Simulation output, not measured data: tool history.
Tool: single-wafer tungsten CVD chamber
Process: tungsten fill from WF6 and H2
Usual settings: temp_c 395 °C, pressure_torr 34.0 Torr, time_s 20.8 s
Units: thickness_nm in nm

| run | hour | temp_c | pressure_torr | time_s | wafers since the last listed run | hours since the last thermocouple change | hours since the last manometer calibration | hours since the showerhead was replaced | hours since the gauge calibration | read-back reference wafer on the same gauge, thickness_nm | thickness_nm |
|---|---|---|---|---|---|---|---|---|---|---|---|
| 1 | 0.0 | 395 | 34.0 | 20.8 | 0 | 496.2 | 504.5 | 2920.0 | 1345.0 | 50.273 | 61.168 |
| 2 | 200.8 | 395 | 34.0 | 20.8 | 8167 | 697.0 | 705.3 | 3120.8 | 1545.8 | 50.127 | 60.482 |
| 3 | 227.8 | 395 | 34.0 | 20.8 | 1098 | 724.0 | 732.3 | 3147.8 | 1572.8 | 50.122 | 60.903 |
| 4 | 281.8 | 395 | 34.0 | 20.8 | 2196 | 778.0 | 786.3 | 3201.8 | 1626.8 | 50.128 | 60.942 |
| 5 | 346.6 | 395 | 34.0 | 20.8 | 2635 | 842.8 | 851.1 | 3266.6 | 1691.6 | 50.110 | 60.961 |
| 6 | 382.2 | 395 | 34.0 | 20.8 | 1448 | 878.4 | 886.7 | 3302.2 | 1727.2 | 50.045 | 60.639 |
| 7 | 409.5 | 395 | 34.0 | 20.8 | 1110 | 905.7 | 914.0 | 3329.5 | 1754.5 | 50.078 | 60.688 |
|  | 444.0 | capacitance manometer re-zeroed and calibrated |
|  | 476.7 | thermocouple changed; heater temperature recalibrated |
| 8 | 477.2 | 395 | 34.0 | 20.8 | 2102 | 0.5 | 33.2 | 3397.2 | 1822.2 | 50.034 | 60.343 |
| 9 | 501.5 | 395 | 34.0 | 20.8 | 988 | 24.8 | 57.5 | 3421.5 | 1846.5 | 49.967 | 61.178 |
| 10 | 561.2 | 395 | 34.0 | 20.8 | 2428 | 84.5 | 117.2 | 3481.2 | 1906.2 | 49.978 | 60.805 |
|  | 576.8 | showerhead replaced |
| 11 | 700.0 | 395 | 34.0 | 20.8 | 5320 | 223.3 | 256.0 | 123.2 | 2045.0 | 49.956 | 60.620 |
| 12 | 746.5 | 395 | 34.0 | 20.8 | 1891 | 269.8 | 302.5 | 169.7 | 2091.5 | 49.936 | 60.514 |
| 13 | 775.2 | 395 | 34.0 | 20.8 | 1167 | 298.5 | 331.2 | 198.4 | 2120.2 | 49.965 | 60.562 |
| 14 | 846.7 | 395 | 34.0 | 20.8 | 2908 | 370.0 | 402.7 | 269.9 | 2191.7 | 49.922 | 60.349 |
|  | 865.8 | gauge calibrated |
| 15 | 883.7 | 388 | 34.0 | 20.8 | 1505 | 407.0 | 439.7 | 306.9 | 17.9 | 52.741 | 54.358 |
| 16 | 949.3 | 395 | 34.0 | 20.8 | 2668 | 472.6 | 505.3 | 372.5 | 83.5 | 52.478 | 62.969 |
| 17 | 999.5 | 404 | 31.1 | 17.4 | 2041 | 522.8 | 555.5 | 422.7 | 133.7 | 52.324 | 61.462 |
| 18 | 1032.1 | 395 | 34.0 | 20.8 | 1326 | 555.4 | 588.1 | 455.3 | 166.3 | 52.198 | 62.689 |
| 19 | 1168.0 | 395 | 34.0 | 17.3 | 5527 | 691.3 | 724.0 | 591.2 | 302.2 | 51.754 | 52.190 |
| 20 | 1198.6 | 390 | 36.8 | 17.4 | 1244 | 721.9 | 754.6 | 621.8 | 332.8 | 51.689 | 48.177 |
| 21 | 1265.1 | 400 | 25.5 | 23.3 | 2705 | 788.4 | 821.1 | 688.3 | 399.3 | 51.495 | 70.023 |
|  | 1292.3 | thermocouple changed; heater temperature recalibrated |
| 22 | 1297.1 | 395 | 34.0 | 20.8 | 976 | 4.8 | 853.1 | 720.3 | 431.3 | 51.467 | 63.039 |
| 23 | 1361.4 | 395 | 29.4 | 23.6 | 2615 | 69.1 | 917.4 | 784.6 | 495.6 | 51.336 | 66.706 |
|  | 1424.5 | capacitance manometer re-zeroed and calibrated |
| 24 | 1425.0 | 391 | 34.0 | 20.8 | 2261 | 132.7 | 0.5 | 848.2 | 559.2 | 51.216 | 56.663 |
| 25 | 1471.5 | 395 | 34.0 | 20.8 | 1891 | 179.2 | 47.0 | 894.7 | 605.7 | 51.114 | 61.521 |
| 26 | 1519.6 | 387 | 34.0 | 19.7 | 1956 | 227.3 | 95.1 | 942.8 | 653.8 | 50.990 | 49.277 |
| 27 | 1556.9 | 395 | 34.0 | 20.8 | 1517 | 264.6 | 132.4 | 980.1 | 691.1 | 50.958 | 61.706 |
| 28 | 1722.1 | 395 | 34.0 | 19.4 | 6719 | 429.8 | 297.6 | 1145.3 | 856.3 | 50.676 | 57.438 |
| 29 | 1747.7 | 409 | 26.1 | 24.3 | 1041 | 455.4 | 323.2 | 1170.9 | 881.9 | 50.688 | 86.800 |
| 30 | 1810.4 | 386 | 41.3 | 19.7 | 2550 | 518.1 | 385.9 | 1233.6 | 944.6 | 50.648 | 51.074 |
| 31 | 1849.0 | 395 | 25.6 | 17.2 | 1570 | 556.7 | 424.5 | 1272.2 | 983.2 | 50.576 | 45.790 |
| 32 | 1959.6 | 391 | 34.0 | 16.9 | 4498 | 667.3 | 535.1 | 1382.8 | 1093.8 | 50.401 | 45.244 |
| 33 | 2021.8 | 395 | 34.0 | 20.8 | 2530 | 729.5 | 597.3 | 1445.0 | 1156.0 | 50.415 | 61.205 |

Hidden state or all else? Some run-to-run changes of thickness_nm, split into what the settings, what came in and random variation would give without the hidden state, and what is left for the hidden state (with any gauge scatter that isn't in both results):
The hidden state here: wafer temperature above the value expected at the setpoint (K); true pressure above the setpoint (%); gauge reads high (%).
Run 14 -> 15: temp_c 395 -> 388, gauge calibrated. thickness_nm -5.991 nm: hidden state +3.419, all else -9.410.
Run 20 -> 21: temp_c 390 -> 400, pressure_torr 36.8 -> 25.5, time_s 17.4 -> 23.3. thickness_nm +21.846 nm: hidden state -0.743, all else +22.589.
Run 28 -> 29: temp_c 395 -> 409, pressure_torr 34.0 -> 26.1, time_s 19.4 -> 24.3. thickness_nm +29.362 nm: hidden state -1.323, all else +30.685.
Run 29 -> 30: temp_c 409 -> 386, pressure_torr 26.1 -> 41.3, time_s 24.3 -> 19.7. thickness_nm -35.726 nm: hidden state +1.487, all else -37.213.
